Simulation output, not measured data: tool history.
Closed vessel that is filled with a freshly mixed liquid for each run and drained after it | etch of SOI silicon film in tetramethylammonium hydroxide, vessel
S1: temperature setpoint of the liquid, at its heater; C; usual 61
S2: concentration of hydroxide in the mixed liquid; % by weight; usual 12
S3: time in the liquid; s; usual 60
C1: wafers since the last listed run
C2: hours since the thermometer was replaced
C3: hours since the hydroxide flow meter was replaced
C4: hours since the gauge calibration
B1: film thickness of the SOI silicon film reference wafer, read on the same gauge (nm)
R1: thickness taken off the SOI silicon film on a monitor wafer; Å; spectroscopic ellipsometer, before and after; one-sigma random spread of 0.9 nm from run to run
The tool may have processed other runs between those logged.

run,day,S1,S2,S3,C1,C2,C3,C4,B1,R1
1,0,61,12,60,0,1138.3,1729,48.2,59.99,2441.4
2,0.275,61,12,60,769,1144.9,1735.6,54.8,60,2437.3
3,0.708,61,12,60,1212,1155.3,1746,65.2,60,2448.4
4,0.988,61,12,30,781,1162,1752.7,71.9,60.01,1221.6
5,1.521,61,12,30,1492,1174.8,1765.5,84.7,60,1227.4
6,2.258,61,12,30,2063,1192.5,1783.2,102.4,59.99,1229
# day 2.688: thermometer replaced
7,2.708,61,14.5,60,1142,0.5,1794,113.2,59.99,1961.2
8,3.375,61,14.5,60,1865,16.5,1810,129.2,59.99,1935.2
# day 3.708: gauge calibrated
9,3.833,57,12,90,1282,27.5,1821,3,59.99,2499.7
10,4.329,65,12,80,1387,39.4,1832.9,14.9,59.99,3633.9
11,4.958,61,8.5,60,1760,54.5,1848,30,60,2426.1
12,5.325,56.5,9,35,1025,63.3,1856.8,38.8,60,1047.5
# day 5.762: hydroxide flow meter replaced
13,5.979,61,12,60,1713,79,5.2,54.5,60.01,2153.5

Run 14 is up next; what results do you expect?
14,6.283,61,12,80,850,86.3,12.5,61.8,?,?

{"run 14": {"B1": 60, "R1": 2849.2}}
Had the tool carried no hidden state, the very same run would have given R1 2802 Å.

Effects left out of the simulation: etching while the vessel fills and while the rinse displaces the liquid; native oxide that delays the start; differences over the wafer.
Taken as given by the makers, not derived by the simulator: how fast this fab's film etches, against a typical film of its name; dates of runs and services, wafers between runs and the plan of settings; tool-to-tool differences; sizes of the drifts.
